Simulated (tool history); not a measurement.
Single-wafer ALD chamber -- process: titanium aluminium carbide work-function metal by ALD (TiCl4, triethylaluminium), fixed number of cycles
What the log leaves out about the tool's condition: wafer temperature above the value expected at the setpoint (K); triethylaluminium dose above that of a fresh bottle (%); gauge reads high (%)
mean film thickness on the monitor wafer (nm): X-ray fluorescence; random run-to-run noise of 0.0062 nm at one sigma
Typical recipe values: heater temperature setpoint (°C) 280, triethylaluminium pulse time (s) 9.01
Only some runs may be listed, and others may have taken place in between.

run,day,heater temperature setpoint (°C),triethylaluminium pulse time (s),wafers since the last listed run,hours since the last thermocouple change,hours since the last triethylaluminium bottle change,hours since the showerhead was replaced,hours since the gauge calibration,"read-back reference wafer on the same gauge, thickness_nm",mean film thickness on the monitor wafer (nm)
1,0,280,6.9,0,2733.1,895,3324.5,120.1,1.832,1.573
2,1.412,280,9.01,493,2767,928.9,3358.4,154,1.829,1.663
3,2.608,280,9.01,417,2795.7,957.6,3387.1,182.7,1.831,1.663
4,6.304,280,9.01,1290,2884.4,1046.3,3475.8,271.4,1.83,1.658
5,9.767,280,9.01,1208,2967.5,1129.4,3558.9,354.5,1.827,1.662
# day 10.246: gauge calibrated
6,10.888,280,9.01,391,2994.4,1156.3,3585.8,15.4,1.829,1.648
7,11.446,272,9.01,194,3007.8,1169.7,3599.2,28.8,1.83,1.595
8,11.971,276,10.03,183,3020.4,1182.3,3611.8,41.4,1.828,1.657
# day 13.275: showerhead replaced
9,13.346,287,6.33,363,3053.4,1215.3,1.7,74.4,1.831,1.568
10,14.117,280,9.01,269,3071.9,1233.8,20.2,92.9,1.831,1.656
# day 14.642: triethylaluminium bottle replaced
11,15,280,9.01,192,3093.1,8.6,41.4,114.1,1.832,1.751
# day 15.388: thermocouple changed; heater temperature recalibrated
12,16.254,280,9.01,321,20.8,38.7,71.5,144.2,1.832,1.759
13,17.7,285,7.63,504,55.5,73.4,106.2,178.9,1.833,1.744
14,18.554,293,5.97,298,76,93.9,126.7,199.4,1.831,1.727
15,19.358,280,12.28,280,95.3,113.2,146,218.7,1.83,1.803

Here are 5 independent what-if runs from the current tool condition. What would each one return?
A,19.375,280,9.01,5,95.7,113.6,146.4,219.1,?,?
B,19.375,280,7.73,5,95.7,113.6,146.4,219.1,?,?
C,19.375,276,9.01,5,95.7,113.6,146.4,219.1,?,?
D,19.375,292,9.01,5,95.7,113.6,146.4,219.1,?,?
E,19.375,290,10.1,5,95.7,113.6,146.4,219.1,?,?

run,"read-back reference wafer on the same gauge, thickness_nm",mean film thickness on the monitor wafer (nm)
A,1.83,1.752
B,1.83,1.714
C,1.83,1.723
D,1.83,1.839
E,1.83,1.85
With no hidden state in the tool, these same runs would have given:
run,mean film thickness on the monitor wafer (nm)
A,1.774
B,1.741
C,1.745
D,1.862
E,1.869
